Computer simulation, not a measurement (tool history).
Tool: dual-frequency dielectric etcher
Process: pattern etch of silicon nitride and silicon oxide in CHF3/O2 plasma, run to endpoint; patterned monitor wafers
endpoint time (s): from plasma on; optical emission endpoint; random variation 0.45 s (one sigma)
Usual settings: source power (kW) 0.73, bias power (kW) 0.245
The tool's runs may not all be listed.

run   hour  source power (kW)  bias power (kW)  wafers since the last listed run  hours since the last wet clean  hours since the last source power generator calibration  hours since the last bias power generator calibration  hours since the last upper electrode change  incoming incoming film thickness, nm  endpoint time (s)
  1      0               0.62            0.219                                 0                           138.8                                                   2500.8                                                 3266.2                                        898.1                                   213              128.7
  2   67.7               0.73            0.267                               573                           206.5                                                   2568.5                                                 3333.9                                        965.8                                 212.6              109.5
  3  124.4               0.73            0.245                               479                           263.2                                                   2625.2                                                 3390.6                                       1022.5                                 211.7              111.6
  4  179.2               0.73            0.245                               463                             318                                                     2680                                                 3445.4                                       1077.3                                 209.3              111.1
  5  253.7               0.73            0.245                               630                           392.5                                                   2754.5                                                 3519.9                                       1151.8                                 213.2              111.7
  6  357.6               0.79            0.245                               879                           496.4                                                   2858.4                                                 3623.8                                       1255.7                                 211.7              106.1
  7  432.3               0.79            0.245                               632                           571.1                                                   2933.1                                                 3698.5                                       1330.4                                 213.2              106.4
     471.8  -- wet clean of the chamber
  8  495.6               0.79            0.245                               332                            23.8                                                   2996.4                                                 3761.8                                       1393.7                                 211.3              109.6
  9  578.3               0.73            0.245                               700                           106.5                                                   3079.1                                                 3844.5                                       1476.4                                   212              113.6
 10  662.9               0.62            0.245                               716                           191.1                                                   3163.7                                                 3929.1                                         1561                                 211.5              121.8
     709.1  -- source power generator calibrated
 11  710.8               0.62            0.245                               371                             239                                                      1.7                                                   3977                                       1608.9                                 211.9              122.6
 12    771               0.62            0.219                               509                           299.2                                                     61.9                                                 4037.2                                       1669.1                                 211.6                125
 13  818.3               0.86            0.274                               400                           346.5                                                    109.2                                                 4084.5                                       1716.4                                 211.9               99.7
 14  924.5               0.73            0.245                               899                           452.7                                                    215.4                                                 4190.7                                       1822.6                                 212.3              110.6
 15  993.7               0.73            0.245                               585                           521.9                                                    284.6                                                 4259.9                                       1891.8                                 215.4              110.9

The next listed run, before its measurement:
     1047.6  -- wet clean of the chamber
 16  1075.8               0.58            0.215                               491                            28.2                                                    366.7                                                   4342                                       1973.9                                   210                  ?

{"run 16": {"endpoint time (s)": 134.9}}
Without the tool's hidden state the same run would have given endpoint time (s) 134.6.

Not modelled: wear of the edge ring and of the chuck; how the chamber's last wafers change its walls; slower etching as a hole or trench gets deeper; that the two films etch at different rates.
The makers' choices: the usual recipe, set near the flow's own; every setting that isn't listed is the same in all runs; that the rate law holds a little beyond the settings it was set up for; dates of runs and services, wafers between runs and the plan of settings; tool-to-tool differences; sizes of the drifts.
